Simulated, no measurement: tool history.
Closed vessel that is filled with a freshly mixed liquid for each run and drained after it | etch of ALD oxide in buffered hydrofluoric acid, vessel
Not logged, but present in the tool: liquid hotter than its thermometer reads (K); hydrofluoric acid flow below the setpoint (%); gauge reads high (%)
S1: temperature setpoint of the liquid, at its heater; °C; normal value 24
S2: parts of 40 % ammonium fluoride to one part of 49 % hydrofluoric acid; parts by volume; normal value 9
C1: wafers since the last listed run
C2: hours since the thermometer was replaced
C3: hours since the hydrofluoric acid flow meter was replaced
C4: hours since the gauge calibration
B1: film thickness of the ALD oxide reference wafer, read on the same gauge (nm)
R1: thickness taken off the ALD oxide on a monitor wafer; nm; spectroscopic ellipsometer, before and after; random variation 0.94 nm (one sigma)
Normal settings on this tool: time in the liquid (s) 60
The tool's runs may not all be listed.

Run 1, hour 0: usual settings but S1 26.5 °C; C1 0; C2 279.7; C3 805.2; C4 337; B1 140.02. Result: R1 204.76 nm.
At hour 160.7: hydrofluoric acid flow meter replaced.
Run 2, hour 260.5: usual settings but S1 26.5 °C; C1 28098; C2 540.2; C3 99.8; C4 597.5; B1 140.04. Result: R1 210.99 nm.
At hour 316.6: thermometer replaced.
Run 3, hour 342.8: usual settings but S1 26.5 °C; C1 8803; C2 26.2; C3 182.1; C4 679.8; B1 139.99. Result: R1 210.11 nm.
Run 4, hour 380.9: usual settings; C1 4125; C2 64.3; C3 220.2; C4 717.9; B1 139.98. Result: R1 182.98 nm.
Run 5, hour 467.1: usual settings; C1 9333; C2 150.5; C3 306.4; C4 804.1; B1 140.04. Result: R1 181.5 nm.
Run 6, hour 569.2: usual settings; C1 11055; C2 252.6; C3 408.5; C4 906.2; B1 139.99. Result: R1 181.22 nm.
Run 7, hour 627.2: usual settings; C1 6280; C2 310.6; C3 466.5; C4 964.2; B1 139.99. Result: R1 180.67 nm.
Run 8, hour 677.6: usual settings; C1 5457; C2 361; C3 516.9; C4 1014.6; B1 140.03. Result: R1 178.54 nm.
At hour 712: gauge calibrated.
Run 9, hour 739.5: usual settings; C1 6702; C2 422.9; C3 578.8; C4 27.5; B1 139.98. Result: R1 178.26 nm.
Run 10, hour 801.3: usual settings; C1 6691; C2 484.7; C3 640.6; C4 89.3; B1 139.98. Result: R1 178.69 nm.
Run 11, hour 897.8: usual settings; C1 10449; C2 581.2; C3 737.1; C4 185.8; B1 140.03. Result: R1 177.83 nm.
At hour 1063: hydrofluoric acid flow meter replaced.
Run 12, hour 1071.6: usual settings but S2 7.5 parts by volume; C1 18710; C2 755; C3 8.6; C4 359.6; B1 139.99. Result: R1 222.91 nm.
At hour 1096.4: thermometer replaced.
Run 13, hour 1131.9: usual settings but S1 29 °C, S2 12 parts by volume; C1 6421; C2 35.5; C3 68.9; C4 419.9; B1 140.04. Result: R1 186.78 nm.
Run 14, hour 1201.9: usual settings but S1 22.5 °C, S2 8 parts by volume, time in the liquid (s) 95; C1 7579; C2 105.5; C3 138.9; C4 489.9; B1 139.96. Result: R1 302.5 nm.
Run 15, hour 1281.3: usual settings but S2 7 parts by volume; C1 8597; C2 184.9; C3 218.3; C4 569.3; B1 140.02. Result: R1 235.46 nm.
Run 16, hour 1350.7: usual settings but S1 21 °C, time in the liquid (s) 40; C1 7514; C2 254.3; C3 287.7; C4 638.7; B1 139.98. Result: R1 102.92 nm.
Run 17, hour 1414.6: usual settings but S1 27.5 °C, time in the liquid (s) 40; C1 6919; C2 318.2; C3 351.6; C4 702.6; B1 140.02. Result: R1 145.86 nm.
Run 18, hour 1478.7: usual settings; C1 6940; C2 382.3; C3 415.7; C4 766.7; B1 139.99. Result: R1 180.15 nm.
Run 19, hour 1522.5: usual settings but S1 28 °C, S2 12 parts by volume; C1 4742; C2 426.1; C3 459.5; C4 810.5; B1 140.01. Result: R1 171.21 nm.
Run 20, hour 1567: usual settings; C1 4818; C2 470.6; C3 504; C4 855; B1 140.01. Result: R1 180.17 nm.
Run 21, hour 1611.8: usual settings but S1 20.5 °C, S2 6 parts by volume, time in the liquid (s) 45; C1 4850; C2 515.4; C3 548.8; C4 899.8; B1 139.97. Result: R1 163.1 nm.
Run 22, hour 1655.6: usual settings; C1 4742; C2 559.2; C3 592.6; C4 943.6; B1 140.01. Result: R1 179.32 nm.

Branching from run 22: 4 alternative next runs. What would each branch give?
Run A, hour 1656.3: usual settings but S1 25.5 °C; C1 75; C2 559.9; C3 593.3; C4 944.3; B1 ?. Result: R1 ?.
Run B, hour 1656.3: usual settings but S1 21 °C; C1 75; C2 559.9; C3 593.3; C4 944.3; B1 ?. Result: R1 ?.
Run C, hour 1656.3: usual settings but S1 28.5 °C, S2 6 parts by volume, time in the liquid (s) 35; C1 75; C2 559.9; C3 593.3; C4 944.3; B1 ?. Result: R1 ?.
Run D, hour 1656.3: usual settings but S1 21.5 °C; C1 75; C2 559.9; C3 593.3; C4 944.3; B1 ?. Result: R1 ?.

run   B1      R1
  A  140  192.91
  B  140  150.76
  C  140   194.9
  D  140  155.01
Had the tool no hidden state, the same runs would have come out as:
run      R1
  A  201.39
  B   157.4
  C  206.79
  D  161.83
